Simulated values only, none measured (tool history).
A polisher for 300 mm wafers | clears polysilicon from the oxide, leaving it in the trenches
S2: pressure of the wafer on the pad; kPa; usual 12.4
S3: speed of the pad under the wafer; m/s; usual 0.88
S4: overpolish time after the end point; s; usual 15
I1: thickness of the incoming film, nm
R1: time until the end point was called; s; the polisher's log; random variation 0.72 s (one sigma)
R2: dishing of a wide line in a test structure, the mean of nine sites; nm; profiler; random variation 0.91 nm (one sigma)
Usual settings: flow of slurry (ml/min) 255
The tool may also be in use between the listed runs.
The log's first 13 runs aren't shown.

{"run": 14, "hour": 746.3, "flow of slurry (ml/min)": 255, "S2": 12.4, "S3": 0.88, "S4": 15, "I1": 554.9, "R1": 61, "R2": 44.5}
{"run": 15, "hour": 795.9, "flow of slurry (ml/min)": 255, "S2": 12.4, "S3": 0.88, "S4": 15, "I1": 553.8, "R1": 59.5, "R2": 42.9}
{"run": 16, "hour": 841.2, "flow of slurry (ml/min)": 330, "S2": 16.5, "S3": 0.64, "S4": 23, "I1": 547.7, "R1": 61.4, "R2": 48}
{"run": 17, "hour": 884.4, "flow of slurry (ml/min)": 255, "S2": 12.4, "S3": 0.88, "S4": 15, "I1": 555.5, "R1": 61.2, "R2": 45.4}
{"hour": 924.6, "done": "slurry nozzle cleaned"}
{"hour": 960.7, "done": "worn pad replaced by a new one"}
{"run": 18, "hour": 969.8, "flow of slurry (ml/min)": 255, "S2": 12.4, "S3": 0.88, "S4": 12, "I1": 550.4, "R1": 58.1, "R2": 41.6}
{"run": 19, "hour": 1029.7, "flow of slurry (ml/min)": 310, "S2": 14.5, "S3": 0.78, "S4": 11, "I1": 552.3, "R1": 57.8, "R2": 42.2}
{"run": 20, "hour": 1065.3, "flow of slurry (ml/min)": 200, "S2": 15.9, "S3": 0.88, "S4": 17, "I1": 551.2, "R1": 47.8, "R2": 46.7}
{"run": 21, "hour": 1099.5, "flow of slurry (ml/min)": 255, "S2": 12.4, "S3": 0.88, "S4": 15, "I1": 541.5, "R1": 58.4, "R2": 44.9}
{"run": 22, "hour": 1163.2, "flow of slurry (ml/min)": 230, "S2": 9.7, "S3": 0.88, "S4": 15, "I1": 552.2, "R1": 76.9, "R2": 41.4}
{"run": 23, "hour": 1229.9, "flow of slurry (ml/min)": 255, "S2": 12.4, "S3": 0.88, "S4": 8, "I1": 555.1, "R1": 59.8, "R2": 36.2}
{"run": 24, "hour": 1267.5, "flow of slurry (ml/min)": 210, "S2": 9, "S3": 0.78, "S4": 18, "I1": 550.1, "R1": 96.4, "R2": 40.8}
{"run": 25, "hour": 1298.1, "flow of slurry (ml/min)": 185, "S2": 14.5, "S3": 0.88, "S4": 15, "I1": 554.5, "R1": 54.9, "R2": 47.4}
{"run": 26, "hour": 1337.9, "flow of slurry (ml/min)": 230, "S2": 15.9, "S3": 0.88, "S4": 13, "I1": 553.4, "R1": 49.2, "R2": 46}
{"run": 27, "hour": 1407.8, "flow of slurry (ml/min)": 300, "S2": 12.4, "S3": 0.88, "S4": 15, "I1": 549.8, "R1": 61.4, "R2": 43.7}
{"run": 28, "hour": 1441.2, "flow of slurry (ml/min)": 330, "S2": 9.7, "S3": 0.66, "S4": 10, "I1": 554.2, "R1": 102.7, "R2": 30.9}
{"hour": 1480.6, "done": "slurry nozzle cleaned"}
{"run": 29, "hour": 1485.3, "flow of slurry (ml/min)": 255, "S2": 12.4, "S3": 0.88, "S4": 15, "I1": 554.4, "R1": 62.2, "R2": 45.4}
{"run": 30, "hour": 1516.2, "flow of slurry (ml/min)": 255, "S2": 12.4, "S3": 0.88, "S4": 15, "I1": 543.9, "R1": 61.3, "R2": 44.4}
{"hour": 1519.0, "done": "head pressure recalibrated"}
{"run": 31, "hour": 1555.4, "flow of slurry (ml/min)": 255, "S2": 12.4, "S3": 0.88, "S4": 15, "I1": 543.5, "R1": 61.3, "R2": 45.1}
{"hour": 1569.6, "done": "worn pad replaced by a new one"}
{"run": 32, "hour": 1584.9, "flow of slurry (ml/min)": 255, "S2": 12.4, "S3": 0.68, "S4": 20, "I1": 555.3, "R1": 75, "R2": 45.6}
{"run": 33, "hour": 1647.3, "flow of slurry (ml/min)": 255, "S2": 12.4, "S3": 0.88, "S4": 15, "I1": 550.6, "R1": 58.8, "R2": 45.8}

5 ways to go on from here, each from the tool as it stands after run 33. What would each give?
{"run": "A", "hour": 1647.8, "flow of slurry (ml/min)": 255, "S2": 12.4, "S3": 0.88, "S4": 15, "I1": 555.9, "R1": "?", "R2": "?"}
{"run": "B", "hour": 1647.8, "flow of slurry (ml/min)": 195, "S2": 15.9, "S3": 1.18, "S4": 21, "I1": 555.9, "R1": "?", "R2": "?"}
{"run": "C", "hour": 1647.8, "flow of slurry (ml/min)": 255, "S2": 9.7, "S3": 0.88, "S4": 15, "I1": 555.9, "R1": "?", "R2": "?"}
{"run": "D", "hour": 1647.8, "flow of slurry (ml/min)": 255, "S2": 12.4, "S3": 0.74, "S4": 19, "I1": 555.9, "R1": "?", "R2": "?"}
{"run": "E", "hour": 1647.8, "flow of slurry (ml/min)": 255, "S2": 15.2, "S3": 1.04, "S4": 15, "I1": 555.9, "R1": "?", "R2": "?"}

run=A R1=59.4 R2=45.5
run=B R1=36.2 R2=48.7
run=C R1=75.9 R2=42.8
run=D R1=70.7 R2=46
run=E R1=41.3 R2=47.7
Without the tool's hidden state the same runs would have given:
run=A R1=59 R2=45.5
run=B R1=35.9 R2=48.7
run=C R1=75.2 R2=42.9
run=D R1=70.1 R2=46
run=E R1=41 R2=47.8
